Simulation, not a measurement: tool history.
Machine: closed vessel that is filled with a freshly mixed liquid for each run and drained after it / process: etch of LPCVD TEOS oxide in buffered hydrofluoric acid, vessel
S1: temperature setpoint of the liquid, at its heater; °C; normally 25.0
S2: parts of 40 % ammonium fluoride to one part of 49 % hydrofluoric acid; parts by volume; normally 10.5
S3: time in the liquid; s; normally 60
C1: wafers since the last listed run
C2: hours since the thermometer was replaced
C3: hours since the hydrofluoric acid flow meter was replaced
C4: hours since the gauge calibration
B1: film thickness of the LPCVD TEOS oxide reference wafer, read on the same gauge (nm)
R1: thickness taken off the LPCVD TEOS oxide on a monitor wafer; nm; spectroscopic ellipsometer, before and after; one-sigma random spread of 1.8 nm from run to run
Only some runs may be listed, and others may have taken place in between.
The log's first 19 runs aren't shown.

{"run": 20, "hour": 501.2, "S1": 21.5, "S2": 12.5, "S3": 60, "C1": 2369, "C2": 1635.8, "C3": 163.1, "C4": 271.0, "B1": 30.0, "R1": 249.66}
{"hour": 515.4, "done": "thermometer replaced"}
{"run": 21, "hour": 515.9, "S1": 21.5, "S2": 13.0, "S3": 85, "C1": 1375, "C2": 0.5, "C3": 177.8, "C4": 285.7, "B1": 30.01, "R1": 293.1}
{"run": 22, "hour": 535.6, "S1": 22.0, "S2": 7.0, "S3": 90, "C1": 1977, "C2": 20.2, "C3": 197.5, "C4": 305.4, "B1": 30.02, "R1": 584.4}
{"run": 23, "hour": 565.3, "S1": 28.0, "S2": 7.0, "S3": 45, "C1": 2981, "C2": 49.9, "C3": 227.2, "C4": 335.1, "B1": 30.03, "R1": 401.95}
{"hour": 578.8, "done": "gauge calibrated"}
{"run": 24, "hour": 587.3, "S1": 28.5, "S2": 13.0, "S3": 30, "C1": 2208, "C2": 71.9, "C3": 249.2, "C4": 8.5, "B1": 30.02, "R1": 153.71}
{"run": 25, "hour": 605.1, "S1": 25.0, "S2": 10.5, "S3": 75, "C1": 1786, "C2": 89.7, "C3": 267.0, "C4": 26.3, "B1": 30.01, "R1": 392.41}
{"run": 26, "hour": 640.9, "S1": 20.0, "S2": 13.5, "S3": 40, "C1": 3594, "C2": 125.5, "C3": 302.8, "C4": 62.1, "B1": 30.04, "R1": 124.19}
{"run": 27, "hour": 658.7, "S1": 25.0, "S2": 8.5, "S3": 80, "C1": 1786, "C2": 143.3, "C3": 320.6, "C4": 79.9, "B1": 30.04, "R1": 492.25}

Run 28 comes next. What will it give?
{"run": 28, "hour": 691.4, "S1": 21.5, "S2": 12.5, "S3": 60, "C1": 3282, "C2": 176.0, "C3": 353.3, "C4": 112.6, "B1": "?", "R1": "?"}

Run 28 gave B1 30.00, R1 219.97 nm.
With no hidden state in the tool, this same run would have given R1 216.58 nm.

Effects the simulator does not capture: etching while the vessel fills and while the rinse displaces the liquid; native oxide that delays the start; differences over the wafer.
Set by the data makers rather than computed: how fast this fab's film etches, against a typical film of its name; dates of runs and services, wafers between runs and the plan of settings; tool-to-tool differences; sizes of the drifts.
